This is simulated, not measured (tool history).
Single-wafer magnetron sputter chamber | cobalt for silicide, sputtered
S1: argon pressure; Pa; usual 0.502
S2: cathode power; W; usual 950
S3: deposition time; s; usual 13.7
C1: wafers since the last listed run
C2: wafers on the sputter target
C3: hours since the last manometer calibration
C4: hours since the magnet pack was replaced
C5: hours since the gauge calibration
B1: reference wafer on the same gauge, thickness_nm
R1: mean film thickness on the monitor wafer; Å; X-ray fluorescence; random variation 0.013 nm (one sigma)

{"run": 1, "hour": 0.0, "S1": 0.502, "S2": 950, "S3": 13.7, "C1": 0, "C2": 3192, "C3": 2708.9, "C4": 6734.7, "C5": 92.5, "B1": 5.82, "R1": 65.46}
{"run": 2, "hour": 26.6, "S1": 0.502, "S2": 950, "S3": 13.7, "C1": 592, "C2": 3785, "C3": 2735.5, "C4": 6761.3, "C5": 119.1, "B1": 5.821, "R1": 65.58}
{"run": 3, "hour": 58.2, "S1": 0.502, "S2": 950, "S3": 13.7, "C1": 703, "C2": 4488, "C3": 2767.1, "C4": 6792.9, "C5": 150.7, "B1": 5.821, "R1": 65.22}
{"run": 4, "hour": 83.1, "S1": 0.418, "S2": 950, "S3": 13.7, "C1": 554, "C2": 5042, "C3": 2792, "C4": 6817.8, "C5": 175.6, "B1": 5.821, "R1": 67.38}
{"run": 5, "hour": 107.3, "S1": 0.418, "S2": 950, "S3": 13.7, "C1": 538, "C2": 5581, "C3": 2816.2, "C4": 6842, "C5": 199.8, "B1": 5.819, "R1": 67.08}
{"run": 6, "hour": 119.4, "S1": 0.418, "S2": 950, "S3": 13.7, "C1": 269, "C2": 5850, "C3": 2828.3, "C4": 6854.1, "C5": 211.9, "B1": 5.824, "R1": 67.22}
{"run": 7, "hour": 139.3, "S1": 0.502, "S2": 950, "S3": 12.8, "C1": 442, "C2": 6293, "C3": 2848.2, "C4": 6874, "C5": 231.8, "B1": 5.821, "R1": 61.2}
{"run": 8, "hour": 170.1, "S1": 0.502, "S2": 950, "S3": 12.8, "C1": 685, "C2": 6979, "C3": 2879, "C4": 6904.8, "C5": 262.6, "B1": 5.819, "R1": 61.02}
{"run": 9, "hour": 189.4, "S1": 0.502, "S2": 950, "S3": 12.8, "C1": 429, "C2": 7408, "C3": 2898.3, "C4": 6924.1, "C5": 281.9, "B1": 5.821, "R1": 60.6}
{"hour": 202.8, "done": "sputter target and shields replaced"}
{"run": 10, "hour": 221.0, "S1": 0.502, "S2": 1150, "S3": 13.7, "C1": 525, "C2": 404, "C3": 2929.9, "C4": 6955.7, "C5": 313.5, "B1": 5.819, "R1": 79.88}
{"run": 11, "hour": 253.1, "S1": 0.502, "S2": 1150, "S3": 13.7, "C1": 714, "C2": 1119, "C3": 2962, "C4": 6987.8, "C5": 345.6, "B1": 5.82, "R1": 79.46}
{"run": 12, "hour": 287.8, "S1": 0.502, "S2": 1150, "S3": 13.7, "C1": 772, "C2": 1891, "C3": 2996.7, "C4": 7022.5, "C5": 380.3, "B1": 5.818, "R1": 79.77}
{"hour": 314.5, "done": "gauge calibrated"}
{"run": 13, "hour": 317.5, "S1": 0.502, "S2": 750, "S3": 13.7, "C1": 661, "C2": 2552, "C3": 3026.4, "C4": 7052.2, "C5": 3, "B1": 5.821, "R1": 51.93}
{"run": 14, "hour": 347.2, "S1": 0.502, "S2": 950, "S3": 13.7, "C1": 661, "C2": 3213, "C3": 3056.1, "C4": 7081.9, "C5": 32.7, "B1": 5.823, "R1": 65.77}
{"run": 15, "hour": 374.3, "S1": 0.502, "S2": 950, "S3": 13.7, "C1": 603, "C2": 3817, "C3": 3083.2, "C4": 7109, "C5": 59.8, "B1": 5.822, "R1": 65.67}
{"hour": 385.3, "done": "capacitance manometer re-zeroed and calibrated"}
{"hour": 387.4, "done": "magnet pack replaced"}
{"run": 16, "hour": 400.4, "S1": 0.502, "S2": 850, "S3": 13.7, "C1": 358, "C2": 4175, "C3": 15.1, "C4": 13, "C5": 85.9, "B1": 5.822, "R1": 58.61}
{"run": 17, "hour": 416.7, "S1": 0.502, "S2": 950, "S3": 13.7, "C1": 362, "C2": 4537, "C3": 31.4, "C4": 29.3, "C5": 102.2, "B1": 5.821, "R1": 65.59}
{"run": 18, "hour": 429.7, "S1": 0.502, "S2": 950, "S3": 13.7, "C1": 289, "C2": 4827, "C3": 44.4, "C4": 42.3, "C5": 115.2, "B1": 5.82, "R1": 65.59}
{"run": 19, "hour": 446.0, "S1": 0.569, "S2": 800, "S3": 13.7, "C1": 362, "C2": 5190, "C3": 60.7, "C4": 58.6, "C5": 131.5, "B1": 5.816, "R1": 53.9}
{"run": 20, "hour": 468.2, "S1": 0.502, "S2": 950, "S3": 15, "C1": 494, "C2": 5684, "C3": 82.9, "C4": 80.8, "C5": 153.7, "B1": 5.819, "R1": 71.51}
{"run": 21, "hour": 485.7, "S1": 0.502, "S2": 850, "S3": 14.4, "C1": 389, "C2": 6073, "C3": 100.4, "C4": 98.3, "C5": 171.2, "B1": 5.821, "R1": 61.56}
{"run": 22, "hour": 509.7, "S1": 0.502, "S2": 750, "S3": 12.8, "C1": 534, "C2": 6607, "C3": 124.4, "C4": 122.3, "C5": 195.2, "B1": 5.82, "R1": 48.06}
{"hour": 531.5, "done": "sputter target and shields replaced"}
{"run": 23, "hour": 540.1, "S1": 0.502, "S2": 750, "S3": 12.8, "C1": 498, "C2": 191, "C3": 154.8, "C4": 152.7, "C5": 225.6, "B1": 5.818, "R1": 48.67}
{"run": 24, "hour": 568.4, "S1": 0.648, "S2": 950, "S3": 13.7, "C1": 629, "C2": 821, "C3": 183.1, "C4": 181, "C5": 253.9, "B1": 5.82, "R1": 62.78}
{"run": 25, "hour": 580.6, "S1": 0.41, "S2": 900, "S3": 12.7, "C1": 271, "C2": 1092, "C3": 195.3, "C4": 193.2, "C5": 266.1, "B1": 5.821, "R1": 59.74}
{"run": 26, "hour": 601.7, "S1": 0.502, "S2": 950, "S3": 13.7, "C1": 469, "C2": 1562, "C3": 216.4, "C4": 214.3, "C5": 287.2, "B1": 5.818, "R1": 65.66}
{"run": 27, "hour": 641.9, "S1": 0.413, "S2": 1150, "S3": 11.4, "C1": 894, "C2": 2457, "C3": 256.6, "C4": 254.5, "C5": 327.4, "B1": 5.819, "R1": 68.05}
{"run": 28, "hour": 662.7, "S1": 0.502, "S2": 950, "S3": 13.7, "C1": 462, "C2": 2920, "C3": 277.4, "C4": 275.3, "C5": 348.2, "B1": 5.82, "R1": 65.97}
{"run": 29, "hour": 686.8, "S1": 0.556, "S2": 1200, "S3": 14.6, "C1": 536, "C2": 3456, "C3": 301.5, "C4": 299.4, "C5": 372.3, "B1": 5.822, "R1": 86.72}
{"run": 30, "hour": 699.0, "S1": 0.341, "S2": 1150, "S3": 11.4, "C1": 271, "C2": 3728, "C3": 313.7, "C4": 311.6, "C5": 384.5, "B1": 5.819, "R1": 69.92}
{"hour": 714.3, "done": "gauge calibrated"}
{"run": 31, "hour": 718.6, "S1": 0.575, "S2": 1150, "S3": 16.2, "C1": 436, "C2": 4164, "C3": 333.3, "C4": 331.2, "C5": 4.3, "B1": 5.819, "R1": 91.43}
{"run": 32, "hour": 745.4, "S1": 0.605, "S2": 1000, "S3": 16.1, "C1": 596, "C2": 4760, "C3": 360.1, "C4": 358, "C5": 31.1, "B1": 5.818, "R1": 78.41}

Forecast each of these 5 alternatives for the next run:
{"run": "A", "hour": 745.8, "S1": 0.594, "S2": 950, "S3": 13.7, "C1": 8, "C2": 4769, "C3": 360.5, "C4": 358.4, "C5": 31.5, "B1": "?", "R1": "?"}
{"run": "B", "hour": 745.8, "S1": 0.502, "S2": 850, "S3": 15.3, "C1": 8, "C2": 4769, "C3": 360.5, "C4": 358.4, "C5": 31.5, "B1": "?", "R1": "?"}
{"run": "C", "hour": 745.8, "S1": 0.502, "S2": 800, "S3": 13.7, "C1": 8, "C2": 4769, "C3": 360.5, "C4": 358.4, "C5": 31.5, "B1": "?", "R1": "?"}
{"run": "D", "hour": 745.8, "S1": 0.502, "S2": 1100, "S3": 13.7, "C1": 8, "C2": 4769, "C3": 360.5, "C4": 358.4, "C5": 31.5, "B1": "?", "R1": "?"}
{"run": "E", "hour": 745.8, "S1": 0.313, "S2": 950, "S3": 13.7, "C1": 8, "C2": 4769, "C3": 360.5, "C4": 358.4, "C5": 31.5, "B1": "?", "R1": "?"}

run=A B1=5.82 R1=63.41
run=B B1=5.82 R1=65.33
run=C B1=5.82 R1=55.05
run=D B1=5.82 R1=75.7
run=E B1=5.82 R1=69.69
Without the tool's hidden state the same runs would have given:
run=A R1=63.73
run=B R1=65.66
run=C R1=55.34
run=D R1=76.09
run=E R1=70.05

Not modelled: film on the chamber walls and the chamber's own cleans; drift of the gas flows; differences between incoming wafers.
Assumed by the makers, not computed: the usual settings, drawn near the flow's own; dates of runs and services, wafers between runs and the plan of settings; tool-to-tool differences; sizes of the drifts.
